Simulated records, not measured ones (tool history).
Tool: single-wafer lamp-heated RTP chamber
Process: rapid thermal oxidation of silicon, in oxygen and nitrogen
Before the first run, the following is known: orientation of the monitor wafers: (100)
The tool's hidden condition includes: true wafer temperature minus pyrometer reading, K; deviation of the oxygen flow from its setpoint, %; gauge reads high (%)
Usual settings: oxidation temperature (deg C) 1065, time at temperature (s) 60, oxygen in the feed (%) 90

| run | hour | oxidation temperature (deg C) | time at temperature (s) | oxygen in the feed (%) | wafers since the last listed run | wafers since the last pyrometer calibration | hours since the oxygen flow controller was replaced | hours since the gauge calibration | read-back reference wafer on the same gauge, thickness | oxide thickness on the monitor wafer (angstrom) |
|---|---|---|---|---|---|---|---|---|---|---|
| 1 | 0 | 1065 | 60 | 90 | 0 | 5433 | 3770.3 | 105 | 10.508 | 95.66 |
|  | 59.4 | pyrometer window cleaned and pyrometer calibrated |
| 2 | 99.9 | 1065 | 60 | 90 | 899 | 396 | 3870.2 | 204.9 | 10.511 | 95.11 |
| 3 | 155 | 1065 | 60 | 90 | 539 | 935 | 3925.3 | 260 | 10.51 | 95.06 |
| 4 | 212.7 | 1065 | 60 | 90 | 564 | 1499 | 3983 | 317.7 | 10.508 | 95.19 |
| 5 | 260.1 | 1065 | 60 | 90 | 463 | 1963 | 4030.4 | 365.1 | 10.511 | 95.19 |
| 6 | 308.9 | 1065 | 60 | 90 | 477 | 2441 | 4079.2 | 413.9 | 10.514 | 95.17 |
| 7 | 349.1 | 1065 | 60 | 90 | 393 | 2834 | 4119.4 | 454.1 | 10.509 | 94.88 |
| 8 | 390.5 | 1065 | 60 | 90 | 405 | 3239 | 4160.8 | 495.5 | 10.509 | 95.25 |
| 9 | 465.9 | 1037 | 60 | 98 | 737 | 3977 | 4236.2 | 570.9 | 10.508 | 81.35 |
|  | 491.5 | gauge calibrated |
|  | 494.9 | oxygen flow controller replaced |
| 10 | 520.5 | 1065 | 88 | 90 | 455 | 4433 | 25.6 | 29 | 10.507 | 113.79 |
| 11 | 608 | 1077 | 78 | 98 | 856 | 5289 | 113.1 | 116.5 | 10.512 | 120.27 |
|  | 674.2 | pyrometer window cleaned and pyrometer calibrated |
| 12 | 698.1 | 1065 | 70 | 98 | 803 | 233 | 203.2 | 206.6 | 10.507 | 105.2 |

Run 13 is up next; what results do you expect?
| 13 | 786.1 | 1081 | 52 | 90 | 861 | 1094 | 291.2 | 294.6 | ? | ? |

read-back reference wafer on the same gauge, thickness: 10.51
oxide thickness on the monitor wafer (angstrom): 98.97
On a tool with no hidden condition, and with the same random variation, this run would have come out at oxide thickness on the monitor wafer (angstrom) 98.82.
